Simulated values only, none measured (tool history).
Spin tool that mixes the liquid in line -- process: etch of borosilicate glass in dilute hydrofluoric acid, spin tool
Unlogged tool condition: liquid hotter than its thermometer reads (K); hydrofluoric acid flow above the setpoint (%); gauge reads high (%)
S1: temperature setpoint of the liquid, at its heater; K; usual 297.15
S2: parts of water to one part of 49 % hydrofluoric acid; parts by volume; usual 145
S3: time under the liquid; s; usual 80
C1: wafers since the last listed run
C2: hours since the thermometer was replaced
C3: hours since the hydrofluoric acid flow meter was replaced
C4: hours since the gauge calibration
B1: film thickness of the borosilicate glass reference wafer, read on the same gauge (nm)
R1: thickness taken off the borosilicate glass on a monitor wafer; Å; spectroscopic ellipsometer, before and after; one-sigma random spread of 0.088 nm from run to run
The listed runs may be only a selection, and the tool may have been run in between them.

run 1 day=0.000 | S1=293.15 S2=145 S3=80 | C1=0 C2=775.3 C3=1213.7 C4=990.7 | B1=109.99 | R1=122.1
run 2 day=1.017 | S1=293.15 S2=145 S3=80 | C1=309 C2=799.7 C3=1238.1 C4=1015.1 | B1=110.03 | R1=121.5
run 3 day=2.154 | S1=296.15 S2=145 S3=80 | C1=346 C2=827.0 C3=1265.4 C4=1042.4 | B1=110.00 | R1=137.5
run 4 day=4.429 | S1=296.15 S2=145 S3=80 | C1=692 C2=881.6 C3=1320.0 C4=1097.0 | B1=109.97 | R1=136.4
run 5 day=5.808 | S1=296.15 S2=145 S3=80 | C1=419 C2=914.7 C3=1353.1 C4=1130.1 | B1=110.03 | R1=138.3
run 6 day=7.542 | S1=293.65 S2=145 S3=80 | C1=527 C2=956.3 C3=1394.7 C4=1171.7 | B1=110.04 | R1=122.5
run 7 day=9.096 | S1=297.15 S2=145 S3=80 | C1=473 C2=993.6 C3=1432.0 C4=1209.0 | B1=110.01 | R1=143.3
run 8 day=15.754 | S1=297.15 S2=145 S3=80 | C1=2027 C2=1153.4 C3=1591.8 C4=1368.8 | B1=109.99 | R1=143.5
run 9 day=17.375 | S1=297.15 S2=145 S3=80 | C1=493 C2=1192.3 C3=1630.7 C4=1407.7 | B1=110.00 | R1=143.5
run 10 day=21.379 | S1=297.15 S2=145 S3=80 | C1=1219 C2=1288.4 C3=1726.8 C4=1503.8 | B1=110.01 | R1=143.8
run 11 day=23.908 | S1=297.15 S2=190 S3=80 | C1=770 C2=1349.1 C3=1787.5 C4=1564.5 | B1=110.04 | R1=105.7
-- day=24.725 thermometer replaced
run 12 day=26.604 | S1=297.15 S2=190 S3=80 | C1=808 C2=45.1 C3=1852.2 C4=1629.2 | B1=109.99 | R1=101.0
run 13 day=27.771 | S1=297.15 S2=90 S3=80 | C1=355 C2=73.1 C3=1880.2 C4=1657.2 | B1=110.02 | R1=240.1
run 14 day=29.462 | S1=297.15 S2=90 S3=80 | C1=515 C2=113.7 C3=1920.8 C4=1697.8 | B1=110.02 | R1=242.0
run 15 day=30.721 | S1=296.15 S2=145 S3=80 | C1=383 C2=143.9 C3=1951.0 C4=1728.0 | B1=110.00 | R1=133.7
-- day=30.838 gauge calibrated
run 16 day=32.321 | S1=297.15 S2=145 S3=80 | C1=487 C2=182.3 C3=1989.4 C4=35.6 | B1=109.98 | R1=139.4
run 17 day=33.833 | S1=299.65 S2=165 S3=80 | C1=460 C2=218.6 C3=2025.7 C4=71.9 | B1=109.99 | R1=130.3
-- day=34.088 hydrofluoric acid flow meter replaced
run 18 day=38.004 | S1=297.15 S2=120 S3=130 | C1=1257 C2=318.7 C3=94.0 C4=172.0 | B1=109.96 | R1=286.5
run 19 day=40.483 | S1=297.15 S2=190 S3=40 | C1=754 C2=378.2 C3=153.5 C4=231.5 | B1=110.04 | R1=50.5
run 20 day=42.196 | S1=297.15 S2=145 S3=50 | C1=521 C2=419.3 C3=194.6 C4=272.6 | B1=110.01 | R1=87.2
run 21 day=44.275 | S1=294.15 S2=170 S3=120 | C1=633 C2=469.2 C3=244.5 C4=322.5 | B1=110.02 | R1=154.1
run 22 day=46.588 | S1=297.15 S2=185 S3=80 | C1=704 C2=524.7 C3=300.0 C4=378.0 | B1=110.05 | R1=105.6
run 23 day=48.671 | S1=297.15 S2=145 S3=120 | C1=634 C2=574.7 C3=350.0 C4=428.0 | B1=109.99 | R1=213.8
run 24 day=51.350 | S1=293.15 S2=145 S3=80 | C1=815 C2=639.0 C3=414.3 C4=492.3 | B1=110.00 | R1=121.5
run 25 day=53.404 | S1=296.15 S2=145 S3=80 | C1=625 C2=688.3 C3=463.6 C4=541.6 | B1=110.03 | R1=135.1
run 26 day=55.604 | S1=297.15 S2=120 S3=115 | C1=669 C2=741.1 C3=516.4 C4=594.4 | B1=109.99 | R1=251.0
run 27 day=58.421 | S1=297.15 S2=145 S3=80 | C1=857 C2=808.7 C3=584.0 C4=662.0 | B1=110.04 | R1=141.4
run 28 day=60.258 | S1=301.15 S2=185 S3=45 | C1=559 C2=852.8 C3=628.1 C4=706.1 | B1=110.01 | R1=68.8
run 29 day=62.196 | S1=297.15 S2=205 S3=125 | C1=589 C2=899.3 C3=674.6 C4=752.6 | B1=109.99 | R1=147.1
run 30 day=65.192 | S1=300.65 S2=180 S3=105 | C1=912 C2=971.2 C3=746.5 C4=824.5 | B1=110.02 | R1=163.7
run 31 day=66.458 | S1=297.15 S2=145 S3=80 | C1=385 C2=1001.6 C3=776.9 C4=854.9 | B1=109.99 | R1=142.9
run 32 day=69.250 | S1=297.15 S2=190 S3=80 | C1=850 C2=1068.6 C3=843.9 C4=921.9 | B1=110.01 | R1=104.4

For some of the steps in R1 from one run to the next: how much would appear even if the tool had no hidden state, given the settings, what came in and random variation, and how much remains for the hidden state plus any gauge scatter that the measured result and the result without hidden state don't share?
Run 11 -> 12: thermometer replaced. R1 -4.7 Å: hidden state -4.3, all else -0.4.
Run 12 -> 13: S2 190 -> 90. R1 +139.1 Å: hidden state +0.5, all else +138.6.
Run 17 -> 18: S1 299.65 -> 297.15, S2 165 -> 120, S3 80 -> 130, hydrofluoric acid flow meter replaced. R1 +156.2 Å: hidden state +2.1, all else +154.1.
Run 18 -> 19: S2 120 -> 190, S3 130 -> 40. R1 -236.0 Å: hidden state -2.4, all else -233.6.
Run 25 -> 26: S1 296.15 -> 297.15, S2 145 -> 120, S3 80 -> 115. R1 +115.9 Å: hidden state +2.9, all else +113.0.
